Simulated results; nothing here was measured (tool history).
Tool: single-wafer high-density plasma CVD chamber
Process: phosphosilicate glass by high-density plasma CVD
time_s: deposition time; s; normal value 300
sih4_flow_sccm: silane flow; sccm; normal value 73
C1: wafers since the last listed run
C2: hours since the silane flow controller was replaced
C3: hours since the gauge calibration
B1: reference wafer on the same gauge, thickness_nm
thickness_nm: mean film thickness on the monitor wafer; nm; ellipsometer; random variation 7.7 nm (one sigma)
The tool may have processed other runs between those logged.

{"run": 1, "hour": 0.0, "time_s": 267, "sih4_flow_sccm": 85, "C1": 0, "C2": 2446, "C3": 712.6, "B1": 2091.589, "thickness_nm": 2229.84}
{"run": 2, "hour": 56.9, "time_s": 267, "sih4_flow_sccm": 85, "C1": 442, "C2": 2502.9, "C3": 769.5, "B1": 2089.759, "thickness_nm": 2229.379}
{"run": 3, "hour": 85.9, "time_s": 265, "sih4_flow_sccm": 73, "C1": 225, "C2": 2531.9, "C3": 798.5, "B1": 2089.976, "thickness_nm": 1921.711}
{"run": 4, "hour": 142.4, "time_s": 265, "sih4_flow_sccm": 73, "C1": 439, "C2": 2588.4, "C3": 855, "B1": 2093.535, "thickness_nm": 1917.717}
{"run": 5, "hour": 171.5, "time_s": 265, "sih4_flow_sccm": 73, "C1": 226, "C2": 2617.5, "C3": 884.1, "B1": 2090.975, "thickness_nm": 1916.921}
{"run": 6, "hour": 212.0, "time_s": 300, "sih4_flow_sccm": 73, "C1": 314, "C2": 2658, "C3": 924.6, "B1": 2091.89, "thickness_nm": 2167.499}
{"run": 7, "hour": 277.1, "time_s": 300, "sih4_flow_sccm": 73, "C1": 506, "C2": 2723.1, "C3": 989.7, "B1": 2090.815, "thickness_nm": 2157.683}
{"hour": 295.0, "done": "gauge calibrated"}
{"run": 8, "hour": 313.0, "time_s": 300, "sih4_flow_sccm": 73, "C1": 279, "C2": 2759, "C3": 18, "B1": 2091.552, "thickness_nm": 2169.406}
{"run": 9, "hour": 362.0, "time_s": 300, "sih4_flow_sccm": 73, "C1": 381, "C2": 2808, "C3": 67, "B1": 2090.979, "thickness_nm": 2168.367}
{"run": 10, "hour": 415.1, "time_s": 300, "sih4_flow_sccm": 73, "C1": 412, "C2": 2861.1, "C3": 120.1, "B1": 2090.042, "thickness_nm": 2176.452}
{"run": 11, "hour": 486.8, "time_s": 300, "sih4_flow_sccm": 73, "C1": 557, "C2": 2932.8, "C3": 191.8, "B1": 2090.057, "thickness_nm": 2168.685}
{"run": 12, "hour": 558.7, "time_s": 300, "sih4_flow_sccm": 73, "C1": 559, "C2": 3004.7, "C3": 263.7, "B1": 2093.007, "thickness_nm": 2170.851}
{"run": 13, "hour": 593.2, "time_s": 300, "sih4_flow_sccm": 73, "C1": 268, "C2": 3039.2, "C3": 298.2, "B1": 2089.305, "thickness_nm": 2166.278}
{"run": 14, "hour": 664.5, "time_s": 300, "sih4_flow_sccm": 73, "C1": 554, "C2": 3110.5, "C3": 369.5, "B1": 2089.56, "thickness_nm": 2167.455}
{"run": 15, "hour": 694.8, "time_s": 300, "sih4_flow_sccm": 73, "C1": 235, "C2": 3140.8, "C3": 399.8, "B1": 2091.657, "thickness_nm": 2177.978}
{"run": 16, "hour": 734.9, "time_s": 300, "sih4_flow_sccm": 73, "C1": 311, "C2": 3180.9, "C3": 439.9, "B1": 2086.879, "thickness_nm": 2187.252}
{"run": 17, "hour": 765.1, "time_s": 259, "sih4_flow_sccm": 80, "C1": 234, "C2": 3211.1, "C3": 470.1, "B1": 2090.395, "thickness_nm": 2063.107}
{"run": 18, "hour": 793.4, "time_s": 339, "sih4_flow_sccm": 82, "C1": 220, "C2": 3239.4, "C3": 498.4, "B1": 2090.191, "thickness_nm": 2771.139}
{"run": 19, "hour": 831.8, "time_s": 262, "sih4_flow_sccm": 80, "C1": 298, "C2": 3277.8, "C3": 536.8, "B1": 2088.57, "thickness_nm": 2080.508}
{"run": 20, "hour": 894.7, "time_s": 278, "sih4_flow_sccm": 79, "C1": 489, "C2": 3340.7, "C3": 599.7, "B1": 2087.936, "thickness_nm": 2193.215}
{"run": 21, "hour": 941.1, "time_s": 357, "sih4_flow_sccm": 81, "C1": 360, "C2": 3387.1, "C3": 646.1, "B1": 2092.35, "thickness_nm": 2882.735}
{"run": 22, "hour": 975.3, "time_s": 320, "sih4_flow_sccm": 73, "C1": 265, "C2": 3421.3, "C3": 680.3, "B1": 2091.377, "thickness_nm": 2343.104}
{"run": 23, "hour": 1027.9, "time_s": 300, "sih4_flow_sccm": 73, "C1": 409, "C2": 3473.9, "C3": 732.9, "B1": 2088.555, "thickness_nm": 2189.315}
{"run": 24, "hour": 1079.7, "time_s": 339, "sih4_flow_sccm": 82, "C1": 402, "C2": 3525.7, "C3": 784.7, "B1": 2086.964, "thickness_nm": 2787.2}
{"hour": 1134.2, "done": "gauge calibrated"}
{"run": 25, "hour": 1138.5, "time_s": 267, "sih4_flow_sccm": 85, "C1": 457, "C2": 3584.5, "C3": 4.3, "B1": 2091.535, "thickness_nm": 2277.921}
{"run": 26, "hour": 1192.3, "time_s": 249, "sih4_flow_sccm": 73, "C1": 418, "C2": 3638.3, "C3": 58.1, "B1": 2090.524, "thickness_nm": 1825.572}
{"run": 27, "hour": 1235.9, "time_s": 300, "sih4_flow_sccm": 73, "C1": 339, "C2": 3681.9, "C3": 101.7, "B1": 2090.277, "thickness_nm": 2190.578}
{"run": 28, "hour": 1295.6, "time_s": 324, "sih4_flow_sccm": 73, "C1": 464, "C2": 3741.6, "C3": 161.4, "B1": 2090.553, "thickness_nm": 2376.84}
{"hour": 1336.3, "done": "silane flow controller replaced"}
{"run": 29, "hour": 1344.6, "time_s": 283, "sih4_flow_sccm": 73, "C1": 318, "C2": 8.3, "C3": 210.4, "B1": 2092.379, "thickness_nm": 1962.173}
{"run": 30, "hour": 1414.7, "time_s": 331, "sih4_flow_sccm": 78, "C1": 545, "C2": 78.4, "C3": 280.5, "B1": 2087.943, "thickness_nm": 2465.234}
{"run": 31, "hour": 1449.8, "time_s": 261, "sih4_flow_sccm": 63, "C1": 272, "C2": 113.5, "C3": 315.6, "B1": 2089.93, "thickness_nm": 1568.559}
{"run": 32, "hour": 1645.2, "time_s": 281, "sih4_flow_sccm": 78, "C1": 1519, "C2": 308.9, "C3": 511, "B1": 2087.224, "thickness_nm": 2090.08}
{"run": 33, "hour": 1756.4, "time_s": 300, "sih4_flow_sccm": 73, "C1": 864, "C2": 420.1, "C3": 622.2, "B1": 2093.001, "thickness_nm": 2092.419}

A few steps of thickness_nm between consecutive runs. Split each: what settings, incoming material and random variation would produce without the hidden state, and what is left over for the hidden state, along with gauge scatter present in only one of the two compared results (measured, and without hidden state):
Unlogged tool condition in this case: delivered silane flow above the setpoint (%); gauge reads high (%).
Run 17 -> 18: time_s 259 -> 339, sih4_flow_sccm 80 -> 82. thickness_nm +708.032 nm: hidden state +36.845, all else +671.187.
Run 18 -> 19: time_s 339 -> 262, sih4_flow_sccm 82 -> 80. thickness_nm -690.631 nm: hidden state -33.946, all else -656.685.
Run 20 -> 21: time_s 278 -> 357, sih4_flow_sccm 79 -> 81. thickness_nm +689.52 nm: hidden state +38.012, all else +651.508.
Run 28 -> 29: time_s 324 -> 283, silane flow controller replaced. thickness_nm -414.667 nm: hidden state -126.498, all else -288.169.
Run 30 -> 31: time_s 331 -> 261, sih4_flow_sccm 78 -> 63. thickness_nm -896.675 nm: hidden state -5.427, all else -891.248.
